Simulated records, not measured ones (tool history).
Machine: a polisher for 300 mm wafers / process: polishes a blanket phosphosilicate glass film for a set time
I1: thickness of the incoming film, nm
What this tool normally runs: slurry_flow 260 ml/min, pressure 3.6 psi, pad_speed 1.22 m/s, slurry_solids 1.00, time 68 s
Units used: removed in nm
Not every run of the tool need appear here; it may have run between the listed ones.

{"run": 1, "day": 0.0, "slurry_flow": 260, "pressure": 3.6, "pad_speed": 1.22, "slurry_solids": 1.0, "time": 68, "I1": 2186.3, "removed": 652.0}
{"run": 2, "day": 0.367, "slurry_flow": 260, "pressure": 3.6, "pad_speed": 1.32, "slurry_solids": 1.0, "time": 68, "I1": 2210.6, "removed": 695.1}
{"run": 3, "day": 1.008, "slurry_flow": 260, "pressure": 3.6, "pad_speed": 1.32, "slurry_solids": 1.0, "time": 68, "I1": 2191.6, "removed": 656.9}
{"day": 1.3, "done": "slurry blender recalibrated"}
{"run": 4, "day": 1.592, "slurry_flow": 260, "pressure": 3.6, "pad_speed": 1.32, "slurry_solids": 1.0, "time": 68, "I1": 2200.1, "removed": 647.2}
{"run": 5, "day": 1.85, "slurry_flow": 225, "pressure": 3.6, "pad_speed": 1.22, "slurry_solids": 1.0, "time": 68, "I1": 2211.5, "removed": 599.5}
{"run": 6, "day": 2.246, "slurry_flow": 225, "pressure": 3.6, "pad_speed": 1.22, "slurry_solids": 1.0, "time": 68, "I1": 2166.1, "removed": 591.4}
{"day": 2.754, "done": "conditioning disc replaced and pad reconditioned"}
{"run": 7, "day": 2.983, "slurry_flow": 260, "pressure": 3.6, "pad_speed": 1.22, "slurry_solids": 1.0, "time": 68, "I1": 2188.3, "removed": 614.7}
{"run": 8, "day": 3.288, "slurry_flow": 260, "pressure": 3.6, "pad_speed": 1.1, "slurry_solids": 1.0, "time": 68, "I1": 2208.7, "removed": 559.9}
{"day": 4.142, "done": "head pressure recalibrated"}
{"run": 9, "day": 4.738, "slurry_flow": 320, "pressure": 3.6, "pad_speed": 1.22, "slurry_solids": 1.0, "time": 68, "I1": 2169.1, "removed": 624.1}
{"run": 10, "day": 5.029, "slurry_flow": 260, "pressure": 3.6, "pad_speed": 1.22, "slurry_solids": 1.0, "time": 68, "I1": 2196.1, "removed": 593.9}
{"run": 11, "day": 5.325, "slurry_flow": 260, "pressure": 3.6, "pad_speed": 1.22, "slurry_solids": 0.75, "time": 49, "I1": 2183.7, "removed": 355.4}
{"day": 5.917, "done": "worn pad replaced by a new one"}
{"run": 12, "day": 6.038, "slurry_flow": 260, "pressure": 3.6, "pad_speed": 1.22, "slurry_solids": 1.0, "time": 68, "I1": 2199.9, "removed": 673.4}
{"run": 13, "day": 7.696, "slurry_flow": 260, "pressure": 3.6, "pad_speed": 1.1, "slurry_solids": 1.0, "time": 52, "I1": 2184.7, "removed": 451.4}
{"run": 14, "day": 8.333, "slurry_flow": 260, "pressure": 3.6, "pad_speed": 1.22, "slurry_solids": 1.0, "time": 68, "I1": 2170.0, "removed": 633.7}
{"day": 8.571, "done": "slurry blender recalibrated"}
{"day": 8.975, "done": "slurry nozzle cleaned"}
{"day": 9.042, "done": "conditioning disc replaced and pad reconditioned"}
{"run": 15, "day": 9.062, "slurry_flow": 260, "pressure": 3.6, "pad_speed": 1.22, "slurry_solids": 1.0, "time": 59, "I1": 2198.3, "removed": 536.1}
{"run": 16, "day": 9.542, "slurry_flow": 260, "pressure": 3.6, "pad_speed": 1.22, "slurry_solids": 1.0, "time": 68, "I1": 2166.8, "removed": 603.2}
{"run": 17, "day": 10.217, "slurry_flow": 260, "pressure": 3.6, "pad_speed": 1.12, "slurry_solids": 1.0, "time": 80, "I1": 2229.2, "removed": 675.6}
{"run": 18, "day": 10.642, "slurry_flow": 330, "pressure": 4.7, "pad_speed": 1.5, "slurry_solids": 1.0, "time": 91, "I1": 2186.2, "removed": 1249.6}
{"run": 19, "day": 11.175, "slurry_flow": 260, "pressure": 3.6, "pad_speed": 1.22, "slurry_solids": 1.0, "time": 68, "I1": 2191.0, "removed": 603.8}
{"run": 20, "day": 11.808, "slurry_flow": 260, "pressure": 3.6, "pad_speed": 1.22, "slurry_solids": 1.0, "time": 68, "I1": 2197.2, "removed": 607.7}
{"run": 21, "day": 12.512, "slurry_flow": 310, "pressure": 3.6, "pad_speed": 1.22, "slurry_solids": 1.3, "time": 77, "I1": 2152.1, "removed": 808.4}
{"run": 22, "day": 12.992, "slurry_flow": 290, "pressure": 3.6, "pad_speed": 1.22, "slurry_solids": 1.0, "time": 68, "I1": 2177.8, "removed": 617.0}
{"day": 13.221, "done": "worn pad replaced by a new one"}
{"run": 23, "day": 13.5, "slurry_flow": 325, "pressure": 3.6, "pad_speed": 1.22, "slurry_solids": 0.75, "time": 68, "I1": 2191.8, "removed": 568.5}
{"run": 24, "day": 13.792, "slurry_flow": 205, "pressure": 4.0, "pad_speed": 1.22, "slurry_solids": 1.0, "time": 68, "I1": 2235.1, "removed": 714.2}
{"run": 25, "day": 14.533, "slurry_flow": 260, "pressure": 3.6, "pad_speed": 1.22, "slurry_solids": 1.0, "time": 59, "I1": 2184.9, "removed": 561.3}

Run 26 comes next. What will it give?
{"run": 26, "day": 15.154, "slurry_flow": 260, "pressure": 3.6, "pad_speed": 1.22, "slurry_solids": 1.0, "time": 68, "I1": 2211.0, "removed": "?"}

Run 26 produced removed 627.5 nm.
With no hidden state in the tool, this same run would have given removed 681.1 nm.

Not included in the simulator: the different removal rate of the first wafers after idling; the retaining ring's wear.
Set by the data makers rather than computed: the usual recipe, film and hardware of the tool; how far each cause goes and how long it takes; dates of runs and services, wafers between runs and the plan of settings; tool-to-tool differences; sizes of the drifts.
